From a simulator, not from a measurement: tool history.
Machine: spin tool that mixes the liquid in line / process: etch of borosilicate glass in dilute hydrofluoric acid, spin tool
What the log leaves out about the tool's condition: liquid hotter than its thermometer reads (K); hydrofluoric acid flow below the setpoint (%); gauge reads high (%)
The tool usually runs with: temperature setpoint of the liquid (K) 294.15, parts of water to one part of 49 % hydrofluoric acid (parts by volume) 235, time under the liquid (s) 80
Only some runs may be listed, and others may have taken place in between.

| run | hour | temperature setpoint of the liquid (K) | parts of water to one part of 49 % hydrofluoric acid (parts by volume) | time under the liquid (s) | wafers since the last listed run | hours since the thermometer was replaced | hours since the hydrofluoric acid flow meter was replaced | hours since the gauge calibration | read-back film thickness of the borosilicate glass reference wafer, read on the same gauge (nm) | thickness taken off the borosilicate glass on a monitor wafer (angstrom) |
|---|---|---|---|---|---|---|---|---|---|---|
| 1 | 0 | 294.15 | 235 | 95 | 0 | 2196.1 | 613.9 | 634.2 | 69.97 | 120.3 |
| 2 | 9.4 | 294.15 | 235 | 95 | 90 | 2205.5 | 623.3 | 643.6 | 70 | 120.1 |
| 3 | 25.6 | 294.15 | 235 | 95 | 155 | 2221.7 | 639.5 | 659.8 | 69.99 | 119.4 |
| 4 | 38.6 | 294.15 | 235 | 80 | 124 | 2234.7 | 652.5 | 672.8 | 69.99 | 100.7 |
|  | 45.8 | thermometer replaced |
| 5 | 87.9 | 294.15 | 235 | 80 | 462 | 42.1 | 701.8 | 722.1 | 70.01 | 106.1 |
|  | 92.7 | gauge calibrated |
| 6 | 101.9 | 294.15 | 235 | 80 | 134 | 56.1 | 715.8 | 9.2 | 70 | 106.1 |
|  | 105.7 | hydrofluoric acid flow meter replaced |
|  | 148.2 | thermometer replaced, repeated, since the last time left the tool worse |
| 7 | 153.3 | 294.15 | 235 | 80 | 473 | 5.1 | 47.6 | 60.6 | 70.01 | 95.4 |
| 8 | 170.3 | 294.15 | 235 | 70 | 162 | 22.1 | 64.6 | 77.6 | 69.99 | 83.5 |
| 9 | 181.1 | 299.15 | 170 | 95 | 103 | 32.9 | 75.4 | 88.4 | 69.99 | 203.5 |
| 10 | 194.2 | 291.15 | 300 | 35 | 125 | 46 | 88.5 | 101.5 | 70.02 | 27.5 |
| 11 | 201.1 | 294.15 | 235 | 40 | 66 | 52.9 | 95.4 | 108.4 | 69.98 | 47.7 |
| 12 | 210.4 | 294.15 | 195 | 80 | 89 | 62.2 | 104.7 | 117.7 | 70 | 120.3 |
| 13 | 216.4 | 294.15 | 235 | 100 | 57 | 68.2 | 110.7 | 123.7 | 70.01 | 119.9 |
| 14 | 227.9 | 294.15 | 235 | 80 | 110 | 79.7 | 122.2 | 135.2 | 70 | 95.1 |
| 15 | 237.7 | 290.65 | 235 | 80 | 93 | 89.5 | 132 | 145 | 70 | 83.1 |
| 16 | 250 | 294.15 | 235 | 80 | 117 | 101.8 | 144.3 | 157.3 | 70 | 96.3 |
| 17 | 256.6 | 290.15 | 235 | 110 | 63 | 108.4 | 150.9 | 163.9 | 69.99 | 113.1 |
| 18 | 263.8 | 297.65 | 165 | 120 | 68 | 115.6 | 158.1 | 171.1 | 70 | 250.9 |
| 19 | 276.4 | 294.15 | 235 | 80 | 120 | 128.2 | 170.7 | 183.7 | 70 | 95.4 |

Predict the results of run 20:
| 20 | 287.3 | 294.15 | 235 | 80 | 104 | 139.1 | 181.6 | 194.6 | ? | ? |

Run 20 produced read-back film thickness of the borosilicate glass reference wafer, read on the same gauge (nm) 69.99, thickness taken off the borosilicate glass on a monitor wafer (angstrom) 96.1.
On a tool with no hidden condition, and with the same random variation, this run would have come out at thickness taken off the borosilicate glass on a monitor wafer (angstrom) 94.9.
